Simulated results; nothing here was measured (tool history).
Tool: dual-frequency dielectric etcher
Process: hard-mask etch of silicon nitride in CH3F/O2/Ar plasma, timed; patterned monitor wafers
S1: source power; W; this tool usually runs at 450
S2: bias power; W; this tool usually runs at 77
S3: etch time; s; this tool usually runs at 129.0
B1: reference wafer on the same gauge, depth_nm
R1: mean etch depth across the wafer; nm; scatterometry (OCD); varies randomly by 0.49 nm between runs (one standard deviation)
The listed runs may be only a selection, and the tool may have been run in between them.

{"run": 1, "hour": 0.0, "S1": 450, "S2": 87, "S3": 129.0, "B1": 90.6, "R1": 92.3}
{"run": 2, "hour": 96.2, "S1": 450, "S2": 87, "S3": 129.0, "B1": 90.9, "R1": 92.7}
{"hour": 161.9, "done": "wet clean of the chamber"}
{"run": 3, "hour": 399.3, "S1": 450, "S2": 87, "S3": 129.0, "B1": 91.0, "R1": 93.9}
{"hour": 450.2, "done": "bias power generator calibrated"}
{"run": 4, "hour": 455.3, "S1": 490, "S2": 77, "S3": 129.0, "B1": 90.8, "R1": 93.0}
{"run": 5, "hour": 514.2, "S1": 490, "S2": 77, "S3": 129.0, "B1": 90.7, "R1": 92.7}
{"run": 6, "hour": 569.1, "S1": 450, "S2": 77, "S3": 129.0, "B1": 90.8, "R1": 89.3}
{"hour": 607.0, "done": "upper electrode replaced"}
{"run": 7, "hour": 607.5, "S1": 450, "S2": 77, "S3": 147.5, "B1": 91.0, "R1": 101.3}
{"run": 8, "hour": 649.9, "S1": 360, "S2": 69, "S3": 129.0, "B1": 90.9, "R1": 77.8}
{"run": 9, "hour": 715.5, "S1": 450, "S2": 77, "S3": 129.0, "B1": 91.0, "R1": 88.1}
{"hour": 861.1, "done": "gauge calibrated"}
{"hour": 869.0, "done": "wet clean of the chamber"}
{"run": 10, "hour": 939.2, "S1": 340, "S2": 77, "S3": 153.5, "B1": 90.8, "R1": 96.6}
{"hour": 950.5, "done": "source power generator calibrated"}
{"run": 11, "hour": 984.3, "S1": 350, "S2": 62, "S3": 103.0, "B1": 91.0, "R1": 60.2}
{"run": 12, "hour": 1064.1, "S1": 450, "S2": 77, "S3": 104.0, "B1": 91.0, "R1": 73.1}
{"run": 13, "hour": 1169.0, "S1": 490, "S2": 85, "S3": 114.5, "B1": 90.7, "R1": 85.2}
{"run": 14, "hour": 1231.4, "S1": 450, "S2": 87, "S3": 129.0, "B1": 90.9, "R1": 93.3}

The logged runs with the hidden state left out (each run's random variation unchanged):
What the log doesn't record here: etch rate over this chamber's usual, %; source power that arrives over what is set, %; bias power that arrives over what is set, %; gauge reads high (%).
run=1 R1=95.3
run=2 R1=96.3
run=3 R1=95.3
run=4 R1=94.8
run=5 R1=94.8
run=6 R1=91.6
run=7 R1=104.2
run=8 R1=80.2
run=9 R1=91.2
run=10 R1=97.1
run=11 R1=60.7
run=12 R1=73.9
run=13 R1=86.8
run=14 R1=95.3
